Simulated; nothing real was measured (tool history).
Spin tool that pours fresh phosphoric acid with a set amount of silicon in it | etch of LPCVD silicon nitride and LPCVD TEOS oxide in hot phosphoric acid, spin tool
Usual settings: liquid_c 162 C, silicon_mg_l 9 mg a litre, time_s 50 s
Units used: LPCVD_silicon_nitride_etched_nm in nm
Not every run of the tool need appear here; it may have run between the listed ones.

run     day  liquid_c  silicon_mg_l  time_s  wafers since the last listed run  hours since the thermometer was replaced  hours since the dissolved silicon flow meter was replaced  hours since the heated supply line was repaired  hours since the gauge calibration  read-back film thickness of the LPCVD silicon nitride reference wafer, read on the same gauge (nm)  LPCVD_silicon_nitride_etched_nm
  1       0       162             7      30                                 0                                    2042.5                                                     2437.8                                           2879.7                               2489                                                                                              89.993                            2.798
  2   3.979       162             7      30                               958                                      2138                                                     2533.3                                           2975.2                             2584.5                                                                                              90.049                            2.788
      4.775  -- gauge calibrated
  3   6.296       162             9      50                               558                                    2193.6                                                     2588.9                                           3030.8                               36.5                                                                                              90.008                            4.685
  4   8.379       162             9      50                               501                                    2243.6                                                     2638.9                                           3080.8                               86.5                                                                                              90.026                            4.593
  5  10.779       162             9      50                               578                                    2301.2                                                     2696.5                                           3138.4                              144.1                                                                                              90.006                            4.786
     12.317  -- dissolved silicon flow meter replaced
  6  13.033       162             9      50                               532                                    2355.3                                                       17.2                                           3192.5                              198.2                                                                                              89.996                            4.627
  7  15.267     159.5             9      50                               537                                    2408.9                                                       70.8                                           3246.1                              251.8                                                                                              89.947                            4.301
  8  17.904       165             4      70                               635                                    2472.2                                                      134.1                                           3309.4                              315.1                                                                                                  90                            7.206
  9  27.979       162             5      75                              2426                                      2714                                                      375.9                                           3551.2                              556.9                                                                                              89.948                            7.065
     28.575  -- thermometer replaced
 10  30.725     160.5           5.5      50                               651                                      51.6                                                      441.8                                           3617.1                              622.8                                                                                              89.974                            4.324
 11  42.817       162             9      50                              2912                                     341.8                                                        732                                           3907.3                                913                                                                                              90.056                              4.6
 12  45.883       162             9      50                               738                                     415.4                                                      805.6                                           3980.9                              986.6                                                                                              89.994                            4.574
 13  53.929       165            15      70                              1938                                     608.5                                                      998.7                                             4174                             1179.7                                                                                              90.003                             7.05
 14  56.079       162             9      50                               517                                     660.1                                                     1050.3                                           4225.6                             1231.3                                                                                              90.033                            4.587
 15  58.092       161             9      50                               484                                     708.4                                                     1098.6                                           4273.9                             1279.6                                                                                              89.992                            4.387
 16  61.821       162            15      40                               898                                     797.9                                                     1188.1                                           4363.4                             1369.1                                                                                              89.985                            3.576
 17  63.425       165             9      50                               386                                     836.4                                                     1226.6                                           4401.9                             1407.6                                                                                              90.002                            5.062
     65.088  -- heated supply line repaired
 18  67.867       162             9      75                              1059                                       943                                                     1333.2                                             66.7                             1514.2                                                                                              90.031                            7.449
 19  69.917       162             9      50                               493                                     992.2                                                     1382.4                                            115.9                             1563.4                                                                                              90.004                             4.89
 20  73.654       164             9      70                               900                                    1081.9                                                     1472.1                                            205.6                             1653.1                                                                                              90.009                            7.393
 21  77.308       162             5      50                               880                                    1169.6                                                     1559.8                                            293.3                             1740.8                                                                                               90.02                            4.979
 22  90.692       159           3.5      80                              3223                                    1490.8                                                       1881                                            614.5                               2062                                                                                              90.014                            7.016
     90.833  -- gauge calibrated
 23  92.571       161           4.5      50                               452                                    1535.9                                                     1926.1                                            659.6                               41.7                                                                                               89.96                            4.747

State the hidden condition of the tool at each of the runs:
liquid hotter than its thermometer reads (K): 0 at every run
dissolved silicon flow above the setpoint (%): 0 at every run
gauge reads high (%): 0 at every run
H1: temperature lost on the way to the wafer (K)
run      H1
  1    1.55
  2     1.6
  3    1.62
  4    1.65
  5    1.68
  6    1.71
  7    1.73
  8    1.77
  9    1.89
 10    1.92
 11    2.07
 12    2.11
 13     2.2
 14    2.23
 15    2.25
 16     2.3
 17    2.32
 18  0.0378
 19  0.0628
 20   0.108
 21   0.153
 22   0.316
 23   0.339

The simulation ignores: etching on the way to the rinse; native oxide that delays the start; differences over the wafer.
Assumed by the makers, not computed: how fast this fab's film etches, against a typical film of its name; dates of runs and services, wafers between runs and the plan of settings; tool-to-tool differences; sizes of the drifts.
